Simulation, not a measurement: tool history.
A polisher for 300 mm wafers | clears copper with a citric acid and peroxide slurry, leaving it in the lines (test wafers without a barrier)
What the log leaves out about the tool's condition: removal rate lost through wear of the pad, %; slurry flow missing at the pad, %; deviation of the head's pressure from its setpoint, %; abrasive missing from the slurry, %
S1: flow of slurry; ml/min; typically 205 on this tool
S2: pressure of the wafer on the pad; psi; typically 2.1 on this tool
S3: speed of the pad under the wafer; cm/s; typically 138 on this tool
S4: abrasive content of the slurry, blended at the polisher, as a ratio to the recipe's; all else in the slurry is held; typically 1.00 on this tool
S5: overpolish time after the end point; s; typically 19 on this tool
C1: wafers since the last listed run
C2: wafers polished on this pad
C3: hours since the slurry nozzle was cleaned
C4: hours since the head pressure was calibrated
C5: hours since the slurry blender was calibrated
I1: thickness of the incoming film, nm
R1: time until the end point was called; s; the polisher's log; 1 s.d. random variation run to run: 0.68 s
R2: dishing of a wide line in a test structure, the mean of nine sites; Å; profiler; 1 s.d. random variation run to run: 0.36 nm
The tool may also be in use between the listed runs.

run   hour   S1   S2   S3    S4  S5   C1    C2     C3     C4     C5     I1    R1   R2
  1    0.0  235  2.1  138  1.00  19    0   702  468.9  368.0  176.7  161.0  76.9  307
  2   16.3  205  2.1  138  1.00  19  164   866  485.2  384.3  193.0  160.5  78.7  308
      42.4  -- worn pad replaced by a new one
  3   42.9  205  2.1  138  1.00  19  227     5  511.8  410.9  219.6  163.4  79.0  298
  4   54.4  205  2.1  138  1.00  19  115   121  523.3  422.4  231.1  159.8  79.1  301
  5   69.4  170  2.1  138  1.00  19  151   272  538.3  437.4  246.1  159.0  81.0  299
  6  116.4  170  2.1  138  1.00  19  474   746  585.3  484.4  293.1  160.6  80.5  298
  7  129.9  205  2.1  138  1.20  19  136   882  598.8  497.9  306.6  157.0  72.9  310
  8  141.8  205  2.1  138  1.00  19  120  1002  610.7  509.8  318.5  159.4  78.8  299
  9  150.6  205  2.1  138  1.00  19   88  1091  619.5  518.6  327.3  161.9  81.0  296
     155.2  -- worn pad replaced by a new one
 10  159.9  205  2.1  138  1.00  19   53    47  628.8  527.9  336.6  160.0  78.5  299
 11  177.7  205  2.1  138  1.00  19  179   227  646.6  545.7  354.4  160.8  79.4  299
     186.1  -- slurry nozzle cleaned
 12  187.2  205  2.1  138  1.00  19   85   312    1.1  555.2  363.9  161.8  79.4  300
     205.7  -- slurry blender recalibrated
 13  206.2  205  1.9  138  1.00  19  171   484   20.1  574.2    0.5  161.9  84.0  290
 14  212.8  205  2.1  138  1.00  19   66   550   26.7  580.8    7.1  160.1  79.0  298
 15  222.8  205  2.6  138  0.85  28  100   651   36.7  590.8   17.1  159.0  69.9  467
 16  232.8  205  2.1  138  0.75  19  100   752   46.7  600.8   27.1  162.7  85.4  281
 17  250.5  180  2.1  138  1.15  19  178   931   64.4  618.5   44.8  159.4  79.0  303
 18  257.9  150  2.1  172  1.00  19   74  1005   71.8  625.9   52.2  159.8  67.4  341
 19  265.8  205  2.1  138  1.00  19   79  1085   79.7  633.8   60.1  160.9  79.3  300
     284.9  -- head pressure recalibrated
     285.0  -- worn pad replaced by a new one
 20  285.5  205  2.1  158  1.00  14  177     4   99.4    0.6   79.8  158.5  69.2  260
 21  298.7  240  1.9  138  1.00  30  133   137  112.6   13.8   93.0  159.8  82.4  422
 22  314.6  205  2.1  138  1.00  19  160   298  128.5   29.7  108.9  161.5  79.4  299
 23  321.6  230  2.1  138  1.00  19   70   368  135.5   36.7  115.9  159.1  77.9  308
 24  333.7  205  2.1  152  1.00  22  122   490  147.6   48.8  128.0  159.3  71.4  368
 25  351.4  165  2.6  180  1.00  16  178   669  165.3   66.5  145.7  160.6  55.2  359
 26  366.8  205  2.1  138  1.00  19  155   824  180.7   81.9  161.1  159.2  78.7  299
 27  378.3  205  2.1  138  1.30  19  115   940  192.2   93.4  172.6  162.1  76.2  315

Across each entry between runs, compare the hidden state at the last listed run before it with the hidden state at the first listed run after it:
After run 2, before run 3: worn pad replaced by a new one (hour 42.4)
  the hidden state is the same at both runs
After run 9, before run 10: worn pad replaced by a new one (hour 155.2)
  the hidden state is the same at both runs
After run 11, before run 12: slurry nozzle cleaned (hour 186.1)
  the hidden state is the same at both runs
After run 12, before run 13: slurry blender recalibrated (hour 205.7)
  the hidden state is the same at both runs
After run 19, before run 20: head pressure recalibrated (hour 284.9); worn pad replaced by a new one (hour 285.0)
  the hidden state is the same at both runs
